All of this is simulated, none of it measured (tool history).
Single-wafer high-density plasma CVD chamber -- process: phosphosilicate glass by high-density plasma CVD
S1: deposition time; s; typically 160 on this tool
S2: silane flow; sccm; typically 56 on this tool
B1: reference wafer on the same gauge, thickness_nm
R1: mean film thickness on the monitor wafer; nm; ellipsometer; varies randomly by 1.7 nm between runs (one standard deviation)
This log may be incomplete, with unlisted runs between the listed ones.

Run 1, hour 0: usual settings; B1 971.569. Result: R1 862.761 nm.
Run 2, hour 19.4: usual settings; B1 971.153. Result: R1 859.33 nm.
Run 3, hour 34.2: usual settings; B1 970.837. Result: R1 860.93 nm.
Run 4, hour 49.9: usual settings; B1 970.264. Result: R1 857.656 nm.
Run 5, hour 78.8: usual settings; B1 971.06. Result: R1 863.361 nm.
Run 6, hour 98.2: usual settings; B1 971.158. Result: R1 862.524 nm.
Run 7, hour 115.7: usual settings; B1 970.61. Result: R1 860.184 nm.
Run 8, hour 137.1: usual settings; B1 971.242. Result: R1 864.654 nm.
Run 9, hour 156.2: usual settings but S2 60 sccm; B1 970.597. Result: R1 917.713 nm.
Run 10, hour 174.5: usual settings but S2 60 sccm; B1 970.719. Result: R1 916.842 nm.
Run 11, hour 192.2: usual settings; B1 971.126. Result: R1 862.42 nm.
Run 12, hour 214.7: usual settings; B1 971.056. Result: R1 861.562 nm.
Run 13, hour 243.1: usual settings; B1 971.157. Result: R1 860.113 nm.
Run 14, hour 267: usual settings; B1 971.132. Result: R1 862.259 nm.
Run 15, hour 300.8: usual settings; B1 971.238. Result: R1 860.717 nm.
Run 16, hour 331.3: usual settings; B1 971.265. Result: R1 859.595 nm.
Run 17, hour 351.4: usual settings; B1 971.088. Result: R1 861.518 nm.
Run 18, hour 364.5: usual settings; B1 972.012. Result: R1 860.39 nm.
Run 19, hour 386.1: usual settings; B1 971.45. Result: R1 859.589 nm.
Run 20, hour 420: usual settings; B1 971.669. Result: R1 860.875 nm.
Run 21, hour 442.5: usual settings but S1 189 s, S2 67 sccm; B1 970.903. Result: R1 1190.574 nm.
Run 22, hour 462.2: usual settings but S2 60 sccm; B1 970.484. Result: R1 914.106 nm.
At hour 477.2: gauge calibrated.
At hour 498.3: silane flow controller replaced.
Run 23, hour 498.8: usual settings but S2 53 sccm; B1 971.192. Result: R1 788.114 nm.
Run 24, hour 519: usual settings but S2 67 sccm; B1 970.722. Result: R1 970.242 nm.
Run 25, hour 552.9: usual settings but S1 146 s, S2 63 sccm; B1 971.046. Result: R1 836.809 nm.
Run 26, hour 569.4: usual settings but S1 145 s, S2 51 sccm; B1 970.664. Result: R1 688.444 nm.
Run 27, hour 589.8: usual settings but S2 66 sccm; B1 970.873. Result: R1 960.336 nm.
Run 28, hour 607.5: usual settings but S1 152 s, S2 49 sccm; B1 970.127. Result: R1 702.288 nm.
Run 29, hour 636.3: usual settings but S1 132 s, S2 60 sccm; B1 971.256. Result: R1 729.091 nm.
Run 30, hour 659.1: usual settings; B1 970.344. Result: R1 827.077 nm.
Run 31, hour 685.8: usual settings; B1 970.505. Result: R1 831.997 nm.
Run 32, hour 700.5: usual settings but S1 188 s, S2 47 sccm; B1 970.35. Result: R1 840.239 nm.
Run 33, hour 762.6: usual settings but S1 188 s, S2 47 sccm; B1 971.331. Result: R1 841.231 nm.
Run 34, hour 796.5: usual settings but S1 190 s, S2 46 sccm; B1 971.583. Result: R1 835.512 nm.
Run 35, hour 816.1: usual settings but S1 178 s, S2 61 sccm; B1 970.801. Result: R1 1004.201 nm.
Run 36, hour 840: usual settings but S2 59 sccm; B1 971.306. Result: R1 874.431 nm.
Run 37, hour 868.6: usual settings but S1 151 s, S2 64 sccm; B1 971.049. Result: R1 890.689 nm.
Run 38, hour 880.9: usual settings; B1 971.137. Result: R1 833.297 nm.
Run 39, hour 902.3: usual settings; B1 971.36. Result: R1 835.322 nm.
Run 40, hour 917.8: usual settings; B1 971.103. Result: R1 838.198 nm.

Run 41 has not been measured yet. What should we expect?
Run 41, hour 948.6: usual settings but S1 181 s; B1 ?. Result: R1 ?.

For run 41 the tool returned B1 971.059, R1 948.551 nm.
If the tool had no hidden condition, the same run with the same run-to-run variation would have returned R1 930.083 nm.
